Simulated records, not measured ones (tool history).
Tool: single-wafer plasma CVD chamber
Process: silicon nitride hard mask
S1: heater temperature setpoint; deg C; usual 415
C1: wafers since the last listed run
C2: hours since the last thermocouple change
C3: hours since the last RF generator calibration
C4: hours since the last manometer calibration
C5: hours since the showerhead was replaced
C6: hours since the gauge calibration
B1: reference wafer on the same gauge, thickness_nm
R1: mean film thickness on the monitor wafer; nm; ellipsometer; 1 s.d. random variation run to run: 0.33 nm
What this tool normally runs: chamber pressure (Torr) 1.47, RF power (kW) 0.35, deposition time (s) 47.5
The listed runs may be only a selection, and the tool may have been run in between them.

Run 1, day 0: usual settings; C1 0; C2 1092.4; C3 747.6; C4 1700.3; C5 5620.9; C6 527.3; B1 59.812. Result: R1 55.706 nm.
Run 2, day 4.221: usual settings but chamber pressure (Torr) 1.35; C1 1973; C2 1193.7; C3 848.9; C4 1801.6; C5 5722.2; C6 628.6; B1 59.791. Result: R1 53.874 nm.
Run 3, day 5.767: usual settings but chamber pressure (Torr) 1.35; C1 722; C2 1230.8; C3 886; C4 1838.7; C5 5759.3; C6 665.7; B1 59.872. Result: R1 53.958 nm.
Run 4, day 10.017: usual settings; C1 1987; C2 1332.8; C3 988; C4 1940.7; C5 5861.3; C6 767.7; B1 59.762. Result: R1 54.728 nm.
Run 5, day 12.629: usual settings; C1 1221; C2 1395.5; C3 1050.7; C4 2003.4; C5 5924; C6 830.4; B1 59.788. Result: R1 55.13 nm.
Run 6, day 14.383: usual settings; C1 820; C2 1437.6; C3 1092.8; C4 2045.5; C5 5966.1; C6 872.5; B1 59.719. Result: R1 55.345 nm.
Run 7, day 16.583: usual settings but chamber pressure (Torr) 1.71; C1 1028; C2 1490.4; C3 1145.6; C4 2098.3; C5 6018.9; C6 925.3; B1 59.735. Result: R1 57.018 nm.
Run 8, day 20.696: usual settings but chamber pressure (Torr) 1.71; C1 1923; C2 1589.1; C3 1244.3; C4 2197; C5 6117.6; C6 1024; B1 59.764. Result: R1 57.106 nm.
Run 9, day 25.104: usual settings; C1 2061; C2 1694.9; C3 1350.1; C4 2302.8; C5 6223.4; C6 1129.8; B1 59.92. Result: R1 54.533 nm.
At day 27.329: capacitance manometer re-zeroed and calibrated.
Run 10, day 28.883: usual settings; C1 1611; C2 1785.6; C3 1440.8; C4 37.3; C5 6314.1; C6 1220.5; B1 59.802. Result: R1 55.411 nm.
Run 11, day 30.392: usual settings; C1 705; C2 1821.8; C3 1477; C4 73.5; C5 6350.3; C6 1256.7; B1 59.942. Result: R1 54.544 nm.
Run 12, day 32.896: usual settings but S1 428 deg C, RF power (kW) 0.37; C1 1170; C2 1881.9; C3 1537.1; C4 133.6; C5 6410.4; C6 1316.8; B1 59.824. Result: R1 56.864 nm.
At day 33.717: showerhead replaced.
Run 13, day 36.754: usual settings but S1 425 deg C, chamber pressure (Torr) 1.17; C1 1648; C2 1974.5; C3 1629.7; C4 226.2; C5 72.9; C6 1409.4; B1 59.708. Result: R1 51.231 nm.
At day 38.15: RF generator calibrated.
Run 14, day 39.542: usual settings; C1 1147; C2 2041.4; C3 33.4; C4 293.1; C5 139.8; C6 1476.3; B1 59.815. Result: R1 57.695 nm.
At day 41.925: thermocouple changed; heater temperature recalibrated.
Run 15, day 41.946: usual settings but S1 420 deg C, chamber pressure (Torr) 1.63, deposition time (s) 55.5; C1 968; C2 0.5; C3 91.1; C4 350.8; C5 197.5; C6 1534; B1 59.854. Result: R1 70.196 nm.
Run 16, day 43.658: usual settings but deposition time (s) 54.2; C1 800; C2 41.6; C3 132.2; C4 391.9; C5 238.6; C6 1575.1; B1 59.724. Result: R1 66.427 nm.
Run 17, day 47.696: usual settings but RF power (kW) 0.375; C1 1887; C2 138.5; C3 229.1; C4 488.8; C5 335.5; C6 1672; B1 59.805. Result: R1 59.568 nm.
Run 18, day 50.346: usual settings; C1 1239; C2 202.1; C3 292.7; C4 552.4; C5 399.1; C6 1735.6; B1 59.905. Result: R1 57.33 nm.
Run 19, day 52.996: usual settings but S1 428 deg C, RF power (kW) 0.37; C1 1239; C2 265.7; C3 356.3; C4 616; C5 462.7; C6 1799.2; B1 59.771. Result: R1 58.879 nm.
Run 20, day 65.258: usual settings but S1 426 deg C, RF power (kW) 0.4, deposition time (s) 54.3; C1 5734; C2 560; C3 650.6; C4 910.3; C5 757; C6 2093.5; B1 59.886. Result: R1 69.552 nm.
Run 21, day 68.417: usual settings but S1 408 deg C, chamber pressure (Torr) 1.25, RF power (kW) 0.305, deposition time (s) 53.3; C1 1476; C2 635.8; C3 726.4; C4 986.1; C5 832.8; C6 2169.3; B1 59.801. Result: R1 53.944 nm.
At day 69.729: gauge calibrated.
Run 22, day 70.342: usual settings but S1 404 deg C, RF power (kW) 0.32, deposition time (s) 55.3; C1 900; C2 682; C3 772.6; C4 1032.3; C5 879; C6 14.7; B1 59.831. Result: R1 60.73 nm.
Run 23, day 74.296: usual settings but S1 421 deg C; C1 1849; C2 776.9; C3 867.5; C4 1127.2; C5 973.9; C6 109.6; B1 59.76. Result: R1 55.459 nm.
Run 24, day 76.871: usual settings; C1 1204; C2 838.7; C3 929.3; C4 1189; C5 1035.7; C6 171.4; B1 59.93. Result: R1 55.471 nm.
Run 25, day 84.742: usual settings but S1 407 deg C, chamber pressure (Torr) 1.23; C1 3680; C2 1027.6; C3 1118.2; C4 1377.9; C5 1224.6; C6 360.3; B1 59.846. Result: R1 53.077 nm.
Run 26, day 86.275: usual settings but S1 404 deg C, chamber pressure (Torr) 1.66, RF power (kW) 0.3; C1 717; C2 1064.4; C3 1155; C4 1414.7; C5 1261.4; C6 397.1; B1 59.87. Result: R1 51.42 nm.
Run 27, day 89.45: usual settings but S1 419 deg C, chamber pressure (Torr) 1.35, RF power (kW) 0.32, deposition time (s) 38; C1 1484; C2 1140.6; C3 1231.2; C4 1490.9; C5 1337.6; C6 473.3; B1 59.795. Result: R1 40.703 nm.
Run 28, day 93.204: usual settings but chamber pressure (Torr) 1.67, RF power (kW) 0.325, deposition time (s) 39.2; C1 1755; C2 1230.7; C3 1321.3; C4 1581; C5 1427.7; C6 563.4; B1 59.746. Result: R1 44.811 nm.
Run 29, day 94.879: usual settings; C1 783; C2 1270.9; C3 1361.5; C4 1621.2; C5 1467.9; C6 603.6; B1 59.805. Result: R1 54.517 nm.

For each run, the measured value with the value that run would have given without the tool's hidden condition subtracted. The run-to-run variation is shared by both, the gauge scatter possibly not:
Hidden state at play: wafer temperature above the value expected at the setpoint (K); delivered RF power above the setpoint (%); true pressure above the setpoint (%); gauge reads high (%).
run      R1
  1  -2.956
  2   -3.02
  3  -3.077
  4  -3.251
  5  -3.343
  6    -3.4
  7  -3.554
  8  -3.642
  9   -3.55
 10  -3.659
 11  -3.619
 12  -3.727
 13  -3.461
 14  -0.428
 15  -0.904
 16  -1.093
 17  -1.434
 18  -1.631
 19  -1.908
 20  -3.088
 21  -2.835
 22  -3.216
 23  -2.959
 24  -3.044
 25  -3.112
 26  -3.253
 27  -2.562
 28  -2.856
 29  -3.377
